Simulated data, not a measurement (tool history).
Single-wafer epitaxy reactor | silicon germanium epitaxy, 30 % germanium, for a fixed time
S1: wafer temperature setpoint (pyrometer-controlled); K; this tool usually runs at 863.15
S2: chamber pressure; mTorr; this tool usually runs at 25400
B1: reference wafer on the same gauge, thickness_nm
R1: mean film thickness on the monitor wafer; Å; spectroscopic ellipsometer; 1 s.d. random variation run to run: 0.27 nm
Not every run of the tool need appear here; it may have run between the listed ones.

run	hour	S1	S2	B1	R1
1	0.0	863.15	25400	50.227	502.68
2	53.6	863.15	25400	50.241	498.59
3	77.9	863.15	25400	50.361	497.02
4	106.4	863.15	25400	50.311	497.12
5	138.2	863.15	25400	50.335	495.17
6	160.3	863.15	25400	50.200	499.26
7	177.7	863.15	25400	50.352	497.74
8	210.8	853.15	25400	50.393	418.78
9	237.9	863.15	25400	50.388	494.00
10	254.7	863.15	25400	50.334	499.03
11	280.1	863.15	25400	50.190	495.90
12	296.5	870.15	25400	50.321	558.35
13	323.4	870.15	25400	50.227	554.22
14	387.3	863.15	25400	50.302	494.74
15	409.1	863.15	25400	50.373	491.32
16	432.7	863.15	25400	50.314	498.45
17	448.8	863.15	25400	50.295	493.71
# hour 465.5: pyrometer calibrated
18	470.7	854.15	22400	50.125	433.92
19	486.3	858.15	30200	50.207	526.99
# hour 511.5: showerhead replaced
20	521.0	867.15	21900	50.274	524.57
21	544.0	874.15	23500	50.291	603.10
# hour 552.4: gauge calibrated
22	556.5	856.15	20000	50.259	421.35
# hour 590.1: capacitance manometer re-zeroed and calibrated
23	590.6	852.15	27300	50.227	445.79
24	607.8	863.15	19500	50.331	462.61
25	623.8	863.15	25400	50.374	514.51
26	643.5	849.15	31600	50.367	448.50
27	669.2	871.15	27000	50.354	608.32
28	684.8	850.15	22900	50.283	393.66
29	712.0	854.15	25400	50.349	436.90
30	726.6	863.15	25400	50.313	515.87
31	757.2	871.15	25400	50.402	583.01
32	785.9	863.15	27000	50.328	516.45
33	820.1	870.15	28800	50.455	601.02
34	834.0	876.15	25400	50.284	622.78
35	865.3	863.15	25400	50.252	506.34

4 ways to go on from here, each from the tool as it stands after run 35. What would each give?
A	865.7	863.15	20000	?	?
B	865.7	863.15	27400	?	?
C	865.7	863.15	23300	?	?
D	865.7	873.15	23500	?	?

run	B1	R1
A	50.252	453.82
B	50.252	519.42
C	50.252	484.72
D	50.252	573.12
Stripped of hidden state, with their random variation kept, the same runs would have yielded:
run	R1
A	477.63
B	546.67
C	510.16
D	602.57

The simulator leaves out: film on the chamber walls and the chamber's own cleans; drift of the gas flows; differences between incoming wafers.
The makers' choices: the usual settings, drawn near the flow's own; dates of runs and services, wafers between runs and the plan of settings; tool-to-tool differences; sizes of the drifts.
